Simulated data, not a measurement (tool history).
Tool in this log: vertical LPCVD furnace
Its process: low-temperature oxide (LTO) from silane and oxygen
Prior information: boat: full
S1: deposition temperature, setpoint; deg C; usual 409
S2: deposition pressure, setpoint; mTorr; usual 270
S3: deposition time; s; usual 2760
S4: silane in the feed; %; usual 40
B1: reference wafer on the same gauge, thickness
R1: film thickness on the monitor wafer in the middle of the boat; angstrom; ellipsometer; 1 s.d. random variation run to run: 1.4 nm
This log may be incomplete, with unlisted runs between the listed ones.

Run 1, hour 0.0: usual settings but S3 3450 s; B1 587.33. Result: R1 7590.2 angstrom.
Run 2, hour 24.8: usual settings but S3 3450 s; B1 587.53. Result: R1 7558.9 angstrom.
Run 3, hour 39.9: usual settings but S3 3450 s; B1 588.95. Result: R1 7564.8 angstrom.
Run 4, hour 61.0: usual settings but S1 414 deg C; B1 588.91. Result: R1 6394.0 angstrom.
Run 5, hour 77.1: usual settings but S1 414 deg C; B1 589.33. Result: R1 6400.2 angstrom.
Run 6, hour 95.1: usual settings but S1 414 deg C; B1 588.44. Result: R1 6402.6 angstrom.
Run 7, hour 107.8: usual settings but S3 3390 s; B1 588.76. Result: R1 7446.6 angstrom.
Run 8, hour 125.7: usual settings but S3 3390 s; B1 588.80. Result: R1 7447.2 angstrom.
Run 9, hour 138.0: usual settings but S3 3420 s; B1 589.03. Result: R1 7515.4 angstrom.
Run 10, hour 164.7: usual settings; B1 589.69. Result: R1 6093.5 angstrom.
Run 11, hour 184.1: usual settings but S1 418 deg C; B1 589.27. Result: R1 6683.2 angstrom.
Run 12, hour 196.6: usual settings; B1 588.74. Result: R1 6094.1 angstrom.
Run 13, hour 227.0: usual settings but S1 415 deg C, S4 42 %; B1 589.34. Result: R1 6822.1 angstrom.
At hour 272.9: silane flow controller replaced.
Run 14, hour 273.4: usual settings but S1 415 deg C, S4 42 %; B1 589.63. Result: R1 6811.2 angstrom.
Run 15, hour 288.9: usual settings but S1 415 deg C, S4 42 %; B1 589.50. Result: R1 6842.2 angstrom.
Run 16, hour 309.8: usual settings but S1 413 deg C, S2 210 mTorr; B1 589.65. Result: R1 4909.0 angstrom.
Run 17, hour 336.1: usual settings; B1 589.98. Result: R1 6062.8 angstrom.
Run 18, hour 351.4: usual settings but S2 225 mTorr, S3 1980 s, S4 43 %; B1 590.20. Result: R1 3943.7 angstrom.
Run 19, hour 381.7: usual settings; B1 589.87. Result: R1 6081.5 angstrom.
At hour 397.4: gauge calibrated.
Run 20, hour 416.2: usual settings but S1 400 deg C, S2 290 mTorr, S3 3510 s, S4 34 %; B1 575.15. Result: R1 5951.3 angstrom.
At hour 452.2: pressure gauge zeroed.
Run 21, hour 452.7: usual settings but S1 416 deg C, S2 335 mTorr, S3 1950 s, S4 37 %; B1 577.10. Result: R1 5119.3 angstrom.
Run 22, hour 459.5: usual settings; B1 577.28. Result: R1 5943.9 angstrom.
At hour 520.4: thermocouples replaced and temperature profile calibrated.
Run 23, hour 530.8: usual settings but S1 399 deg C, S2 320 mTorr, S3 3210 s, S4 43 %; B1 580.01. Result: R1 8033.5 angstrom.
Run 24, hour 548.7: usual settings but S1 402 deg C, S2 215 mTorr, S3 3450 s, S4 35 %; B1 580.72. Result: R1 4650.0 angstrom.
Run 25, hour 575.0: usual settings but S2 225 mTorr, S3 3450 s, S4 34 %; B1 581.28. Result: R1 5098.2 angstrom.
Run 26, hour 646.2: usual settings; B1 583.25. Result: R1 6008.3 angstrom.
Run 27, hour 663.4: usual settings but S2 240 mTorr; B1 583.48. Result: R1 5369.0 angstrom.
Run 28, hour 687.5: usual settings but S2 235 mTorr; B1 583.52. Result: R1 5253.3 angstrom.
Run 29, hour 718.0: usual settings but S1 421 deg C; B1 585.35. Result: R1 6819.0 angstrom.
Run 30, hour 737.8: usual settings but S3 3330 s, S4 45 %; B1 585.11. Result: R1 8292.5 angstrom.

Selected run-to-run steps in R1, each split into two signed amounts: the part the tool would show with no hidden state at all (from settings, incoming material and random variation), and the remainder, which goes to the hidden state together with any gauge scatter not common to the measured and the hidden-state-free results:
Hidden conditions of the tool in this case: true tube temperature minus thermocouple reading, K; true pressure minus gauge reading, mTorr; deviation of the silane flow from its setpoint, %; gauge reads high (%).
Run 17 -> 18: S2 270 -> 225, S3 2760 -> 1980, S4 40 -> 43. R1 -2119.1 angstrom: hidden state -56.9, all else -2062.2.
Run 18 -> 19: S2 225 -> 270, S3 1980 -> 2760, S4 43 -> 40. R1 +2137.8 angstrom: hidden state +58.5, all else +2079.3.
Run 19 -> 20: S1 409 -> 400, S2 270 -> 290, S3 2760 -> 3510, S4 40 -> 34, gauge calibrated. R1 -130.2 angstrom: hidden state -152.9, all else +22.7.
Run 23 -> 24: S1 399 -> 402, S2 320 -> 215, S3 3210 -> 3450, S4 43 -> 35. R1 -3383.5 angstrom: hidden state -31.0, all else -3352.5.
